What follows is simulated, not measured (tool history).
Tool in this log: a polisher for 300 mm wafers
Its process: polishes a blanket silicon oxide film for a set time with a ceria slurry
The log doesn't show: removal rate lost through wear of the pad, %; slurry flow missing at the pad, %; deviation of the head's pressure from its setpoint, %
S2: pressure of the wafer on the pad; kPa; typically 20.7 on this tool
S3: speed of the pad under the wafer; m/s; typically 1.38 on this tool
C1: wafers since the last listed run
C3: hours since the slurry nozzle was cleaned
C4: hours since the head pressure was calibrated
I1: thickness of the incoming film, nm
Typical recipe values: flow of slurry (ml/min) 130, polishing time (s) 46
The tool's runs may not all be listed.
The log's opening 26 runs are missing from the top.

-- hour=325.7 worn pad replaced by a new one
run 27 hour=364.1 | flow_of_slurry_(ml/min)=105 S2=20.7 S3=1.38 polishing_time_(s)=46 | C1=665 wafers_polished_on_this_pad=533 C3=277.8 C4=76.2 | I1=1763.7 | film_removed_(Å)=2613
run 28 hour=371.5 | flow_of_slurry_(ml/min)=130 S2=20.7 S3=1.38 polishing_time_(s)=46 | C1=102 wafers_polished_on_this_pad=636 C3=285.2 C4=83.6 | I1=1774.1 | film_removed_(Å)=2731
run 29 hour=387.2 | flow_of_slurry_(ml/min)=150 S2=17.9 S3=1.82 polishing_time_(s)=35 | C1=218 wafers_polished_on_this_pad=854 C3=300.9 C4=99.3 | I1=1735.4 | film_removed_(Å)=2148
run 30 hour=396.7 | flow_of_slurry_(ml/min)=130 S2=24.1 S3=1.38 polishing_time_(s)=46 | C1=131 wafers_polished_on_this_pad=986 C3=310.4 C4=108.8 | I1=1745.6 | film_removed_(Å)=3131
run 31 hour=407.5 | flow_of_slurry_(ml/min)=155 S2=20.7 S3=1.38 polishing_time_(s)=46 | C1=149 wafers_polished_on_this_pad=1136 C3=321.2 C4=119.6 | I1=1769 | film_removed_(Å)=2757
run 32 hour=422.4 | flow_of_slurry_(ml/min)=140 S2=17.9 S3=1.38 polishing_time_(s)=46 | C1=206 wafers_polished_on_this_pad=1343 C3=336.1 C4=134.5 | I1=1762.9 | film_removed_(Å)=2331
run 33 hour=428.4 | flow_of_slurry_(ml/min)=130 S2=25.5 S3=1.38 polishing_time_(s)=46 | C1=83 wafers_polished_on_this_pad=1426 C3=342.1 C4=140.5 | I1=1739.6 | film_removed_(Å)=3298
run 34 hour=444.4 | flow_of_slurry_(ml/min)=145 S2=27.6 S3=1.38 polishing_time_(s)=46 | C1=222 wafers_polished_on_this_pad=1648 C3=358.1 C4=156.5 | I1=1786.5 | film_removed_(Å)=3534
-- hour=449 worn pad replaced by a new one
run 35 hour=457.4 | flow_of_slurry_(ml/min)=160 S2=20.7 S3=1.74 polishing_time_(s)=46 | C1=124 wafers_polished_on_this_pad=116 C3=371.1 C4=169.5 | I1=1723.9 | film_removed_(Å)=3334
run 36 hour=472.9 | flow_of_slurry_(ml/min)=130 S2=20.7 S3=1.38 polishing_time_(s)=46 | C1=215 wafers_polished_on_this_pad=331 C3=386.6 C4=185 | I1=1745.6 | film_removed_(Å)=2715
run 37 hour=485.3 | flow_of_slurry_(ml/min)=150 S2=22.8 S3=1.24 polishing_time_(s)=39 | C1=172 wafers_polished_on_this_pad=503 C3=399 C4=197.4 | I1=1745.7 | film_removed_(Å)=2398
run 38 hour=496.4 | flow_of_slurry_(ml/min)=130 S2=20.7 S3=1.38 polishing_time_(s)=46 | C1=154 wafers_polished_on_this_pad=657 C3=410.1 C4=208.5 | I1=1785 | film_removed_(Å)=2676

3 ways to go on from here, each from the tool as it stands after run 38. What would each give?
run A hour=496.8 | flow_of_slurry_(ml/min)=130 S2=20.7 S3=1.38 polishing_time_(s)=59 | C1=5 wafers_polished_on_this_pad=663 C3=410.5 C4=208.9 | I1=1772.6 | film_removed_(Å)=?
run B hour=496.8 | flow_of_slurry_(ml/min)=130 S2=15.9 S3=1.04 polishing_time_(s)=46 | C1=5 wafers_polished_on_this_pad=663 C3=410.5 C4=208.9 | I1=1772.6 | film_removed_(Å)=?
run C hour=496.8 | flow_of_slurry_(ml/min)=130 S2=15.2 S3=1.38 polishing_time_(s)=46 | C1=5 wafers_polished_on_this_pad=663 C3=410.5 C4=208.9 | I1=1772.6 | film_removed_(Å)=?

run=A film_removed_(Å)=3315
run=B film_removed_(Å)=1688
run=C film_removed_(Å)=1895
The same runs, with their run-to-run variation unchanged, on a tool lacking any hidden condition would have given:
run=A film_removed_(Å)=3640
run=B film_removed_(Å)=1854
run=C film_removed_(Å)=2081
